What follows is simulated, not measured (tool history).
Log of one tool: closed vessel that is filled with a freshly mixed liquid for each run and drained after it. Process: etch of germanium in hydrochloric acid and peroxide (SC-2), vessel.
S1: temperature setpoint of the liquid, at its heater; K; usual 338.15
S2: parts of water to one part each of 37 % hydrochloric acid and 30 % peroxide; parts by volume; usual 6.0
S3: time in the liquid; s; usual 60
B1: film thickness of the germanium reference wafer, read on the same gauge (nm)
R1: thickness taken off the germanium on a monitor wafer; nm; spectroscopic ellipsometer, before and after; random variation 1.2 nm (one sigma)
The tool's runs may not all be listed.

{"run": 1, "day": 0.0, "S1": 338.15, "S2": 6.0, "S3": 60, "B1": 130.0, "R1": 220.23}
{"run": 2, "day": 4.458, "S1": 338.15, "S2": 6.0, "S3": 60, "B1": 130.04, "R1": 222.57}
{"run": 3, "day": 6.683, "S1": 345.15, "S2": 6.0, "S3": 60, "B1": 130.0, "R1": 269.71}
{"run": 4, "day": 9.642, "S1": 345.15, "S2": 6.0, "S3": 60, "B1": 130.0, "R1": 272.77}
{"run": 5, "day": 12.092, "S1": 345.15, "S2": 6.0, "S3": 60, "B1": 129.96, "R1": 271.74}
{"run": 6, "day": 14.654, "S1": 330.65, "S2": 6.0, "S3": 40, "B1": 129.98, "R1": 120.32}
{"run": 7, "day": 16.742, "S1": 330.65, "S2": 6.0, "S3": 40, "B1": 129.99, "R1": 120.22}
{"day": 18.292, "done": "thermometer replaced"}
{"run": 8, "day": 20.212, "S1": 338.15, "S2": 6.0, "S3": 60, "B1": 130.0, "R1": 211.2}
{"day": 20.496, "done": "chemicals flow meter replaced"}
{"day": 23.175, "done": "gauge calibrated"}
{"run": 9, "day": 24.517, "S1": 338.15, "S2": 8.5, "S3": 60, "B1": 130.0, "R1": 210.18}
{"run": 10, "day": 30.3, "S1": 332.65, "S2": 5.0, "S3": 40, "B1": 129.98, "R1": 121.96}
{"day": 31.488, "done": "new drum of peroxide connected"}
{"run": 11, "day": 32.967, "S1": 343.15, "S2": 4.0, "S3": 35, "B1": 129.94, "R1": 146.78}
{"run": 12, "day": 34.838, "S1": 338.15, "S2": 6.0, "S3": 60, "B1": 129.97, "R1": 214.19}
{"run": 13, "day": 37.429, "S1": 345.15, "S2": 4.0, "S3": 35, "B1": 129.99, "R1": 156.21}
{"run": 14, "day": 41.15, "S1": 334.15, "S2": 6.0, "S3": 80, "B1": 130.06, "R1": 256.41}
{"run": 15, "day": 45.238, "S1": 343.65, "S2": 4.0, "S3": 40, "B1": 129.98, "R1": 171.18}
{"run": 16, "day": 46.933, "S1": 338.15, "S2": 4.0, "S3": 60, "B1": 130.03, "R1": 220.76}
{"run": 17, "day": 49.788, "S1": 338.15, "S2": 6.0, "S3": 60, "B1": 129.98, "R1": 217.73}

Forecast each of these 3 alternatives for the next run:
{"run": "A", "day": 49.817, "S1": 338.15, "S2": 6.0, "S3": 60, "B1": "?", "R1": "?"}
{"run": "B", "day": 49.817, "S1": 329.15, "S2": 6.0, "S3": 75, "B1": "?", "R1": "?"}
{"run": "C", "day": 49.817, "S1": 338.15, "S2": 6.0, "S3": 35, "B1": "?", "R1": "?"}

run=A B1=130.01 R1=216.86
run=B B1=130.01 R1=207.68
run=C B1=130.01 R1=126.50
Without the tool's hidden state the same runs would have given:
run=A R1=207.36
run=B R1=198.05
run=C R1=120.96
